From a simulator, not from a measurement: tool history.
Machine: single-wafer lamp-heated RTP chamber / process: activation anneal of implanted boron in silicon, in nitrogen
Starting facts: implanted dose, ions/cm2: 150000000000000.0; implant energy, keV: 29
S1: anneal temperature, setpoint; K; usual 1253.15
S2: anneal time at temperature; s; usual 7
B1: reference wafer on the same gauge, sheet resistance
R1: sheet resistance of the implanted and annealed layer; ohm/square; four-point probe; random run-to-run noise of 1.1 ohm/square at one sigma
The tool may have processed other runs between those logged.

| run | hour | S1 | S2 | B1 | R1 |
|---|---|---|---|---|---|
| 1 | 0.0 | 1253.15 | 7 | 611.81 | 566.92 |
| 2 | 17.2 | 1253.15 | 7 | 611.93 | 565.63 |
| 3 | 32.8 | 1253.15 | 6 | 612.08 | 568.31 |
| 4 | 44.5 | 1253.15 | 6 | 611.93 | 568.45 |
| 5 | 55.3 | 1253.15 | 6 | 611.79 | 568.20 |
| 6 | 64.3 | 1272.15 | 8 | 611.89 | 561.59 |
| 7 | 72.7 | 1272.15 | 8 | 612.16 | 562.52 |
| 8 | 84.3 | 1272.15 | 8 | 611.81 | 560.62 |
| 9 | 101.4 | 1253.15 | 7 | 611.88 | 565.47 |
| 10 | 116.7 | 1253.15 | 7 | 612.26 | 566.53 |
| 11 | 123.5 | 1253.15 | 7 | 611.85 | 565.62 |
| 12 | 135.6 | 1253.15 | 7 | 612.04 | 567.89 |
| 13 | 141.9 | 1253.15 | 7 | 612.15 | 565.77 |
| 14 | 153.0 | 1253.15 | 7 | 611.99 | 565.89 |
| 15 | 168.9 | 1253.15 | 7 | 612.33 | 564.63 |
| 16 | 182.3 | 1240.15 | 10 | 612.06 | 567.27 |
| 17 | 188.6 | 1253.15 | 8 | 612.17 | 565.24 |
| 18 | 202.5 | 1253.15 | 7 | 612.04 | 563.34 |
| 19 | 218.6 | 1245.15 | 10 | 612.12 | 566.09 |
| 20 | 241.1 | 1253.15 | 5 | 612.10 | 570.81 |
| 21 | 245.9 | 1253.15 | 7 | 611.87 | 566.59 |
| 22 | 256.5 | 1230.15 | 5 | 612.17 | 593.25 |
| 23 | 268.2 | 1279.15 | 7 | 612.32 | 559.74 |
| 24 | 274.8 | 1253.15 | 7 | 611.99 | 565.83 |
| 25 | 287.0 | 1253.15 | 7 | 611.98 | 567.90 |
| 26 | 294.6 | 1253.15 | 7 | 612.07 | 566.96 |
| 27 | 301.9 | 1237.15 | 6 | 611.76 | 577.19 |
| 28 | 311.9 | 1279.15 | 4 | 611.94 | 561.70 |
| 29 | 328.0 | 1253.15 | 11 | 611.73 | 564.26 |
| 30 | 345.3 | 1237.15 | 10 | 612.15 | 576.41 |

Withheld: 4 entries from between the runs. Position of each, and hidden state at the listed run before versus the listed run after:
Runs 14 to 15: gauge calibrated (hour 155.5); pyrometer window cleaned and pyrometer calibrated (hour 163.1)
  true wafer temperature minus pyrometer reading, K: 6.96 -> 11.5
  difference, measured minus the result without the unlogged condition, R1: -3.56 -> -5.25 ohm/square
Runs 19 to 20: reflector plate cleaned (hour 230.8); pyrometer window cleaned and pyrometer calibrated, repeated, since the last time left the tool worse (hour 240.6)
  true wafer temperature minus pyrometer reading, K: 14.8 -> 0.534
  difference, measured minus the result without the unlogged condition, R1: -8.76 -> -0.34 ohm/square
